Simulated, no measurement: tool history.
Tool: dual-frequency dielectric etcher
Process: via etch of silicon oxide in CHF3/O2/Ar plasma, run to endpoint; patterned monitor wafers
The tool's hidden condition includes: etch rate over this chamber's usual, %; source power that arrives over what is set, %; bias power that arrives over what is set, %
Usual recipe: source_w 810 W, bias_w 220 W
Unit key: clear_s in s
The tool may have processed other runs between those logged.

run,hour,source_w,bias_w,wafers since the last listed run,hours since the last wet clean,hours since the last source power generator calibration,hours since the last bias power generator calibration,hours since the last upper electrode change,"incoming incoming film thickness, nm",clear_s
1,0,810,220,0,143.5,1047.6,4090,4731.1,408.7,159.3
2,82.6,810,220,358,226.1,1130.2,4172.6,4813.7,404.5,158.8
3,128.1,810,220,197,271.6,1175.7,4218.1,4859.2,406.1,157.9
4,193.1,680,235,282,336.6,1240.7,4283.1,4924.2,405.5,163.7
5,230.8,810,220,163,374.3,1278.4,4320.8,4961.9,403.4,159
6,257.7,810,220,116,401.2,1305.3,4347.7,4988.8,406.5,159.7
7,297.6,810,220,173,441.1,1345.2,4387.6,5028.7,405.3,159.7
8,329.8,760,220,139,473.3,1377.4,4419.8,5060.9,406.4,162.1
9,370.4,760,220,176,513.9,1418,4460.4,5101.5,407.9,162.1
# hour 398.3: wet clean of the chamber
10,410.3,810,186,69,12,1457.9,4500.3,5141.4,403.2,172.3
# hour 464.1: bias power generator calibrated
11,475.6,810,186,266,77.3,1523.2,11.5,5206.7,407,171.7
12,510,810,186,149,111.7,1557.6,45.9,5241.1,404.7,170.2
13,540,860,220,130,141.7,1587.6,75.9,5271.1,409,155.8
14,600.9,860,220,264,202.6,1648.5,136.8,5332,404.3,156.1
15,646.4,810,220,197,248.1,1694,182.3,5377.5,407.1,159.3
16,680.7,810,172,148,282.4,1728.3,216.6,5411.8,408.2,177.2
17,747.8,810,220,291,349.5,1795.4,283.7,5478.9,406.3,160.3
18,797.6,810,192,216,399.3,1845.2,333.5,5528.7,406.2,169.5
19,854.9,730,198,248,456.6,1902.5,390.8,5586,406.9,172
# hour 859.2: source power generator calibrated
20,917.6,990,272,254,519.3,58.4,453.5,5648.7,410,137.3
21,971.5,860,236,234,573.2,112.3,507.4,5702.6,409.3,153
# hour 998.2: upper electrode replaced
22,1013.2,640,234,76,614.9,154,549.1,15,408.5,168
23,1075.9,1010,261,272,677.6,216.7,611.8,77.7,405.3,136.8
# hour 1103.1: wet clean of the chamber
24,1111.2,810,220,49,8.1,252,647.1,113,402.5,155.9
25,1177,720,199,285,73.9,317.8,712.9,178.8,411.5,175.1
26,1218.6,720,202,180,115.5,359.4,754.5,220.4,407.6,172.4
27,1246.6,640,252,121,143.5,387.4,782.5,248.4,409.8,163.3
28,1284.6,640,191,165,181.5,425.4,820.5,286.4,406.2,182.6
29,1338.8,810,220,235,235.7,479.6,874.7,340.6,408,158.1
30,1394.3,960,194,241,291.2,535.1,930.2,396.1,409.1,159.6

What if the next run were any one of these 5? Each begins from the tool's condition after run 30:
A,1394.8,950,220,2,291.7,535.6,930.7,396.6,406.4,?
B,1394.8,960,184,2,291.7,535.6,930.7,396.6,406.4,?
C,1394.8,750,220,2,291.7,535.6,930.7,396.6,406.4,?
D,1394.8,970,179,2,291.7,535.6,930.7,396.6,406.4,?
E,1394.8,640,176,2,291.7,535.6,930.7,396.6,406.4,?

run,clear_s
A,151.2
B,163.2
C,163.2
D,164.7
E,189.9
Without the tool's hidden state the same runs would have given:
run,clear_s
A,151.2
B,163.2
C,163.2
D,164.7
E,189.9
